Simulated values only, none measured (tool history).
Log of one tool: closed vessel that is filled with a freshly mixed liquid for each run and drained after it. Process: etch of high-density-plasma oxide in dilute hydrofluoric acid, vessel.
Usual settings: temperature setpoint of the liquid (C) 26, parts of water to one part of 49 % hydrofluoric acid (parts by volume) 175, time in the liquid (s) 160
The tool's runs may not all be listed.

| run | hour | temperature setpoint of the liquid (C) | parts of water to one part of 49 % hydrofluoric acid (parts by volume) | time in the liquid (s) | read-back film thickness of the high-density-plasma oxide reference wafer, read on the same gauge (nm) | thickness taken off the high-density-plasma oxide on a monitor wafer (angstrom) |
|---|---|---|---|---|---|---|
| 1 | 0 | 26 | 175 | 180 | 79.96 | 68 |
| 2 | 27.9 | 26 | 175 | 160 | 80.01 | 60.7 |
| 3 | 97 | 26 | 175 | 160 | 80 | 60.6 |
| 4 | 142.4 | 26 | 175 | 205 | 80.05 | 78.3 |
| 5 | 175.7 | 26 | 175 | 160 | 80 | 61.6 |
| 6 | 203.8 | 22.5 | 175 | 160 | 80.02 | 53.3 |
| 7 | 255.9 | 26 | 175 | 160 | 79.96 | 61.1 |
| 8 | 284.1 | 26 | 175 | 160 | 80 | 61.3 |
|  | 336 | thermometer replaced |
| 9 | 338.5 | 26 | 175 | 160 | 80 | 61.6 |
| 10 | 393 | 26 | 175 | 160 | 80.02 | 61.6 |
|  | 423.1 | hydrofluoric acid flow meter replaced |
| 11 | 432.4 | 26 | 175 | 160 | 79.98 | 63.4 |
| 12 | 470.5 | 26 | 175 | 160 | 79.95 | 64.4 |
| 13 | 533.4 | 26 | 175 | 220 | 80.03 | 87.9 |
| 14 | 578 | 26 | 175 | 70 | 80.01 | 27.9 |
|  | 618.8 | hydrofluoric acid flow meter replaced, repeated, since the last time left the tool worse |
|  | 624.8 | gauge calibrated |
| 15 | 625.1 | 26 | 175 | 160 | 79.97 | 58.4 |
| 16 | 692.4 | 24.5 | 95 | 160 | 80.06 | 111.3 |
| 17 | 750 | 31 | 130 | 215 | 80 | 135.9 |
| 18 | 807.8 | 26 | 240 | 125 | 79.98 | 30.9 |
| 19 | 869.2 | 22 | 175 | 160 | 80.03 | 50.6 |
| 20 | 909.8 | 26 | 135 | 160 | 80.02 | 79.7 |
| 21 | 977.5 | 26 | 175 | 160 | 79.99 | 58.8 |
|  | 988.3 | thermometer replaced |
| 22 | 1020.4 | 26 | 150 | 160 | 80.03 | 70.6 |
| 23 | 1077.5 | 28.5 | 145 | 100 | 80 | 50 |
| 24 | 1101.9 | 26 | 135 | 160 | 80.02 | 80.6 |
| 25 | 1141.6 | 26 | 145 | 230 | 80.02 | 105.9 |
| 26 | 1211.2 | 26 | 140 | 160 | 79.99 | 77.3 |
| 27 | 1238.3 | 26 | 175 | 160 | 80 | 59.6 |

5 ways to go on from here, each from the tool as it stands after run 27. What would each give?
| A | 1239 | 26 | 175 | 160 | ? | ? |
| B | 1239 | 29 | 200 | 130 | ? | ? |
| C | 1239 | 21.5 | 175 | 160 | ? | ? |
| D | 1239 | 21 | 175 | 195 | ? | ? |
| E | 1239 | 31 | 150 | 160 | ? | ? |

| run | read-back film thickness of the high-density-plasma oxide reference wafer, read on the same gauge (nm) | thickness taken off the high-density-plasma oxide on a monitor wafer (angstrom) |
|---|---|---|
| A | 79.99 | 59.4 |
| B | 79.99 | 45.7 |
| C | 79.99 | 50.1 |
| D | 79.99 | 59.9 |
| E | 79.99 | 85.7 |
Without the tool's hidden state the same runs would have given:
| run | thickness taken off the high-density-plasma oxide on a monitor wafer (angstrom) |
|---|---|
| A | 58 |
| B | 44.6 |
| C | 49 |
| D | 58.6 |
| E | 83.7 |

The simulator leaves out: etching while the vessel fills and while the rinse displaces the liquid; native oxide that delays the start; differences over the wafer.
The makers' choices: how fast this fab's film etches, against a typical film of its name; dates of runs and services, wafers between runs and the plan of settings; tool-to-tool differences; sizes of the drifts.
